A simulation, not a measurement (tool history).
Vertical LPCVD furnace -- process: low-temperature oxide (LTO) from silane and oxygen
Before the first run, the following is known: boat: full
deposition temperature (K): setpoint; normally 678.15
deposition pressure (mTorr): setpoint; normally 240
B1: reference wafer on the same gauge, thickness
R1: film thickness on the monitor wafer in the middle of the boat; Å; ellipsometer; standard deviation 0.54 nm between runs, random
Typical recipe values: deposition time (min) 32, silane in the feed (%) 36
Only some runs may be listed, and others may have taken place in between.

{"run": 1, "hour": 0.0, "deposition temperature (K)": 678.15, "deposition pressure (mTorr)": 240, "deposition time (min)": 32, "silane in the feed (%)": 36, "B1": 273.99, "R1": 3277.4}
{"run": 2, "hour": 4.6, "deposition temperature (K)": 678.15, "deposition pressure (mTorr)": 240, "deposition time (min)": 32, "silane in the feed (%)": 36, "B1": 273.99, "R1": 3271.2}
{"run": 3, "hour": 9.3, "deposition temperature (K)": 678.15, "deposition pressure (mTorr)": 240, "deposition time (min)": 32, "silane in the feed (%)": 36, "B1": 273.99, "R1": 3279}
{"run": 4, "hour": 14.1, "deposition temperature (K)": 685.15, "deposition pressure (mTorr)": 240, "deposition time (min)": 32, "silane in the feed (%)": 38, "B1": 273.93, "R1": 3764.3}
{"run": 5, "hour": 24.6, "deposition temperature (K)": 678.15, "deposition pressure (mTorr)": 240, "deposition time (min)": 32, "silane in the feed (%)": 36, "B1": 273.91, "R1": 3278.9}
{"run": 6, "hour": 31.2, "deposition temperature (K)": 678.15, "deposition pressure (mTorr)": 240, "deposition time (min)": 32, "silane in the feed (%)": 36, "B1": 274.07, "R1": 3279.4}
{"run": 7, "hour": 81.2, "deposition temperature (K)": 678.15, "deposition pressure (mTorr)": 240, "deposition time (min)": 24, "silane in the feed (%)": 36, "B1": 274.02, "R1": 2460.6}
{"run": 8, "hour": 96.3, "deposition temperature (K)": 678.15, "deposition pressure (mTorr)": 240, "deposition time (min)": 32, "silane in the feed (%)": 31, "B1": 274.05, "R1": 2690.1}
{"hour": 136.5, "done": "silane flow controller replaced"}
{"run": 9, "hour": 137.0, "deposition temperature (K)": 678.15, "deposition pressure (mTorr)": 240, "deposition time (min)": 32, "silane in the feed (%)": 36, "B1": 273.98, "R1": 3296}
{"run": 10, "hour": 141.7, "deposition temperature (K)": 678.15, "deposition pressure (mTorr)": 240, "deposition time (min)": 32, "silane in the feed (%)": 36, "B1": 274.01, "R1": 3292.3}
{"run": 11, "hour": 146.3, "deposition temperature (K)": 678.15, "deposition pressure (mTorr)": 295, "deposition time (min)": 32, "silane in the feed (%)": 40, "B1": 273.97, "R1": 4613.4}
{"run": 12, "hour": 157.5, "deposition temperature (K)": 678.15, "deposition pressure (mTorr)": 240, "deposition time (min)": 26.5, "silane in the feed (%)": 36, "B1": 273.99, "R1": 2732.3}
{"run": 13, "hour": 167.0, "deposition temperature (K)": 678.15, "deposition pressure (mTorr)": 240, "deposition time (min)": 32, "silane in the feed (%)": 36, "B1": 274.02, "R1": 3295.4}
{"hour": 206.4, "done": "thermocouples replaced and temperature profile calibrated"}
{"run": 14, "hour": 206.9, "deposition temperature (K)": 667.15, "deposition pressure (mTorr)": 240, "deposition time (min)": 32, "silane in the feed (%)": 42, "B1": 274.05, "R1": 3378.4}
{"run": 15, "hour": 211.5, "deposition temperature (K)": 678.15, "deposition pressure (mTorr)": 185, "deposition time (min)": 32, "silane in the feed (%)": 34, "B1": 273.92, "R1": 2263.3}
{"run": 16, "hour": 217.6, "deposition temperature (K)": 688.15, "deposition pressure (mTorr)": 285, "deposition time (min)": 43, "silane in the feed (%)": 33, "B1": 273.96, "R1": 5027.2}
{"run": 17, "hour": 232.5, "deposition temperature (K)": 682.15, "deposition pressure (mTorr)": 240, "deposition time (min)": 40, "silane in the feed (%)": 36, "B1": 273.92, "R1": 4138.4}
{"run": 18, "hour": 250.2, "deposition temperature (K)": 678.15, "deposition pressure (mTorr)": 240, "deposition time (min)": 32, "silane in the feed (%)": 36, "B1": 274.02, "R1": 3174.2}
{"run": 19, "hour": 261.9, "deposition temperature (K)": 681.15, "deposition pressure (mTorr)": 220, "deposition time (min)": 32, "silane in the feed (%)": 36, "B1": 273.97, "R1": 3004.9}
{"run": 20, "hour": 275.7, "deposition temperature (K)": 678.15, "deposition pressure (mTorr)": 220, "deposition time (min)": 43, "silane in the feed (%)": 36, "B1": 274.06, "R1": 3915}
{"hour": 288.3, "done": "gauge calibrated"}
{"run": 21, "hour": 292.0, "deposition temperature (K)": 688.15, "deposition pressure (mTorr)": 285, "deposition time (min)": 43, "silane in the feed (%)": 33, "B1": 274.05, "R1": 5052.5}
{"run": 22, "hour": 306.8, "deposition temperature (K)": 668.15, "deposition pressure (mTorr)": 285, "deposition time (min)": 23, "silane in the feed (%)": 33, "B1": 274, "R1": 2151.9}
{"run": 23, "hour": 319.2, "deposition temperature (K)": 674.15, "deposition pressure (mTorr)": 260, "deposition time (min)": 36, "silane in the feed (%)": 42, "B1": 273.95, "R1": 4477.9}
{"run": 24, "hour": 336.4, "deposition temperature (K)": 689.15, "deposition pressure (mTorr)": 215, "deposition time (min)": 32, "silane in the feed (%)": 36, "B1": 274.01, "R1": 3227.4}
{"run": 25, "hour": 344.5, "deposition temperature (K)": 687.15, "deposition pressure (mTorr)": 295, "deposition time (min)": 32, "silane in the feed (%)": 36, "B1": 273.91, "R1": 4339.3}
{"run": 26, "hour": 362.2, "deposition temperature (K)": 690.15, "deposition pressure (mTorr)": 240, "deposition time (min)": 32, "silane in the feed (%)": 33, "B1": 274.02, "R1": 3254.5}
{"run": 27, "hour": 371.9, "deposition temperature (K)": 678.15, "deposition pressure (mTorr)": 240, "deposition time (min)": 32, "silane in the feed (%)": 36, "B1": 273.87, "R1": 3202.8}
{"run": 28, "hour": 385.8, "deposition temperature (K)": 680.15, "deposition pressure (mTorr)": 240, "deposition time (min)": 32, "silane in the feed (%)": 36, "B1": 274.06, "R1": 3286.8}
{"run": 29, "hour": 397.4, "deposition temperature (K)": 678.15, "deposition pressure (mTorr)": 240, "deposition time (min)": 32, "silane in the feed (%)": 36, "B1": 273.92, "R1": 3208.7}
{"run": 30, "hour": 404.3, "deposition temperature (K)": 682.15, "deposition pressure (mTorr)": 300, "deposition time (min)": 32, "silane in the feed (%)": 34, "B1": 274.03, "R1": 3888}
{"run": 31, "hour": 419.7, "deposition temperature (K)": 678.15, "deposition pressure (mTorr)": 240, "deposition time (min)": 32, "silane in the feed (%)": 39, "B1": 273.99, "R1": 3536.4}

Here are 4 independent what-if runs from the current tool condition. What would each one return?
{"run": "A", "hour": 424.5, "deposition temperature (K)": 678.15, "deposition pressure (mTorr)": 240, "deposition time (min)": 32, "silane in the feed (%)": 29, "B1": "?", "R1": "?"}
{"run": "B", "hour": 424.5, "deposition temperature (K)": 683.15, "deposition pressure (mTorr)": 240, "deposition time (min)": 42.5, "silane in the feed (%)": 36, "B1": "?", "R1": "?"}
{"run": "C", "hour": 424.5, "deposition temperature (K)": 678.15, "deposition pressure (mTorr)": 240, "deposition time (min)": 38, "silane in the feed (%)": 29, "B1": "?", "R1": "?"}
{"run": "D", "hour": 424.5, "deposition temperature (K)": 678.15, "deposition pressure (mTorr)": 300, "deposition time (min)": 32, "silane in the feed (%)": 31, "B1": "?", "R1": "?"}

run=A B1=273.96 R1=2377.7
run=B B1=273.96 R1=4502.8
run=C B1=273.96 R1=2823.5
run=D B1=273.96 R1=3267.6
What these runs would have given with no unlogged condition in the tool:
run=A R1=2333.9
run=B R1=4423
run=C R1=2771.5
run=D R1=3213.5
